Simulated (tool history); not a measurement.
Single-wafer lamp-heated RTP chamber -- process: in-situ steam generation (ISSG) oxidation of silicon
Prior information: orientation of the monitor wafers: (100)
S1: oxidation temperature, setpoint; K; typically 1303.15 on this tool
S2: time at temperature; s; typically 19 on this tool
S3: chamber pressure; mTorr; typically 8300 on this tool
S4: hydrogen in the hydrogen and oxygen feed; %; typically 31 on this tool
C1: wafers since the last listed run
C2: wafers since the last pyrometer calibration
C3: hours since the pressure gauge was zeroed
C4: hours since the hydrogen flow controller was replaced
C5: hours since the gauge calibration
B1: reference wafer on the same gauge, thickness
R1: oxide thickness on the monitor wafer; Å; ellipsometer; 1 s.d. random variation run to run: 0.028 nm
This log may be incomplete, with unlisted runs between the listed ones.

Run 1, hour 0.0: usual settings but S2 23 s, S4 26 %; C1 0; C2 2534; C3 3267.1; C4 2502.9; C5 383.1; B1 6.162. Result: R1 63.96 Å.
Run 2, hour 20.7: usual settings but S4 32 %; C1 183; C2 2718; C3 3287.8; C4 2523.6; C5 403.8; B1 6.176. Result: R1 60.84 Å.
Run 3, hour 50.6: usual settings but S1 1293.15 K; C1 265; C2 2983; C3 3317.7; C4 2553.5; C5 433.7; B1 6.152. Result: R1 57.74 Å.
At hour 63.7: pressure gauge zeroed.
Run 4, hour 64.9: usual settings but S1 1293.15 K; C1 55; C2 3039; C3 1.2; C4 2567.8; C5 448.0; B1 6.145. Result: R1 58.02 Å.
Run 5, hour 88.4: usual settings; C1 208; C2 3248; C3 24.7; C4 2591.3; C5 471.5; B1 6.151. Result: R1 59.81 Å.
Run 6, hour 123.9: usual settings but S2 24 s, S3 7200 mTorr; C1 314; C2 3563; C3 60.2; C4 2626.8; C5 507.0; B1 6.136. Result: R1 67.79 Å.
Run 7, hour 142.6: usual settings but S2 24 s, S3 7200 mTorr; C1 165; C2 3728; C3 78.9; C4 2645.5; C5 525.7; B1 6.138. Result: R1 67.99 Å.
Run 8, hour 167.3: usual settings but S2 24 s, S3 7200 mTorr; C1 219; C2 3948; C3 103.6; C4 2670.2; C5 550.4; B1 6.129. Result: R1 68.33 Å.
Run 9, hour 186.2: usual settings; C1 167; C2 4115; C3 122.5; C4 2689.1; C5 569.3; B1 6.129. Result: R1 59.78 Å.
Run 10, hour 198.8: usual settings; C1 111; C2 4227; C3 135.1; C4 2701.7; C5 581.9; B1 6.131. Result: R1 59.72 Å.
Run 11, hour 224.8: usual settings; C1 230; C2 4458; C3 161.1; C4 2727.7; C5 607.9; B1 6.105. Result: R1 60.01 Å.
Run 12, hour 258.5: usual settings but S1 1298.15 K, S2 12 s, S3 7800 mTorr, S4 32 %; C1 299; C2 4757; C3 194.8; C4 2761.4; C5 641.6; B1 6.117. Result: R1 48.03 Å.
Run 13, hour 274.1: usual settings but S4 28 %; C1 138; C2 4895; C3 210.4; C4 2777.0; C5 657.2; B1 6.093. Result: R1 58.40 Å.
Run 14, hour 301.4: usual settings but S3 6900 mTorr; C1 242; C2 5138; C3 237.7; C4 2804.3; C5 684.5; B1 6.093. Result: R1 60.22 Å.
Run 15, hour 327.3: usual settings but S3 9600 mTorr, S4 32 %; C1 229; C2 5367; C3 263.6; C4 2830.2; C5 710.4; B1 6.098. Result: R1 58.68 Å.
At hour 348.1: pyrometer window cleaned and pyrometer calibrated.
Run 16, hour 352.3: usual settings but S1 1290.15 K, S3 8900 mTorr, S4 32 %; C1 150; C2 36; C3 288.6; C4 2855.2; C5 735.4; B1 6.083. Result: R1 55.95 Å.
At hour 382.8: hydrogen flow controller replaced.
Run 17, hour 383.3: usual settings but S2 14 s; C1 204; C2 241; C3 319.6; C4 0.5; C5 766.4; B1 6.076. Result: R1 51.58 Å.
Run 18, hour 392.6: usual settings but S1 1285.15 K, S3 7000 mTorr; C1 82; C2 323; C3 328.9; C4 9.8; C5 775.7; B1 6.065. Result: R1 55.17 Å.
Run 19, hour 413.6: usual settings but S2 14 s, S3 9600 mTorr; C1 186; C2 509; C3 349.9; C4 30.8; C5 796.7; B1 6.056. Result: R1 50.28 Å.
Run 20, hour 442.5: usual settings; C1 256; C2 766; C3 378.8; C4 59.7; C5 825.6; B1 6.058. Result: R1 59.36 Å.
Run 21, hour 468.4: usual settings but S2 12 s, S3 7400 mTorr, S4 32 %; C1 229; C2 996; C3 404.7; C4 85.6; C5 851.5; B1 6.041. Result: R1 48.24 Å.
Run 22, hour 494.8: usual settings but S3 9500 mTorr; C1 234; C2 1230; C3 431.1; C4 112.0; C5 877.9; B1 6.044. Result: R1 58.39 Å.
At hour 495.4: gauge calibrated.
Run 23, hour 519.3: usual settings but S1 1284.15 K, S4 32 %; C1 217; C2 1447; C3 455.6; C4 136.5; C5 23.9; B1 6.304. Result: R1 57.34 Å.
Run 24, hour 537.0: usual settings; C1 157; C2 1604; C3 473.3; C4 154.2; C5 41.6; B1 6.306. Result: R1 62.19 Å.
Run 25, hour 569.2: usual settings but S1 1312.15 K, S2 25 s, S4 32 %; C1 285; C2 1890; C3 505.5; C4 186.4; C5 73.8; B1 6.293. Result: R1 74.54 Å.
Run 26, hour 592.6: usual settings; C1 207; C2 2098; C3 528.9; C4 209.8; C5 97.2; B1 6.285. Result: R1 61.87 Å.
Run 27, hour 616.3: usual settings but S1 1310.15 K, S2 16 s, S4 25 %; C1 210; C2 2308; C3 552.6; C4 233.5; C5 120.9; B1 6.280. Result: R1 55.46 Å.
Run 28, hour 632.1: usual settings; C1 140; C2 2448; C3 568.4; C4 249.3; C5 136.7; B1 6.271. Result: R1 61.55 Å.
Run 29, hour 664.5: usual settings but S1 1296.15 K, S2 15 s, S4 32 %; C1 287; C2 2736; C3 600.8; C4 281.7; C5 169.1; B1 6.260. Result: R1 53.95 Å.
Run 30, hour 687.3: usual settings but S1 1292.15 K, S3 7400 mTorr, S4 32 %; C1 202; C2 2938; C3 623.6; C4 304.5; C5 191.9; B1 6.254. Result: R1 59.89 Å.
Run 31, hour 703.5: usual settings but S1 1311.15 K, S2 21 s; C1 143; C2 3082; C3 639.8; C4 320.7; C5 208.1; B1 6.255. Result: R1 66.87 Å.

State the hidden condition of the tool at each of the runs:
true wafer temperature minus pyrometer reading, K: 0 at every run
true pressure minus gauge reading, Torr: 0 at every run
deviation of the hydrogen flow from its setpoint, %: 0 at every run
H1: gauge reads high (%)
run        H1
  1     -1.96
  2     -2.04
  3     -2.16
  4     -2.22
  5     -2.31
  6     -2.45
  7     -2.53
  8     -2.63
  9      -2.7
 10     -2.75
 11     -2.86
 12     -2.99
 13     -3.06
 14     -3.16
 15     -3.27
 16     -3.37
 17     -3.49
 18     -3.53
 19     -3.61
 20     -3.73
 21     -3.83
 22     -3.94
 23     0.285
 24     0.215
 25    0.0859
 26  -0.00773
 27    -0.103
 28    -0.166
 29    -0.295
 30    -0.387
 31    -0.451
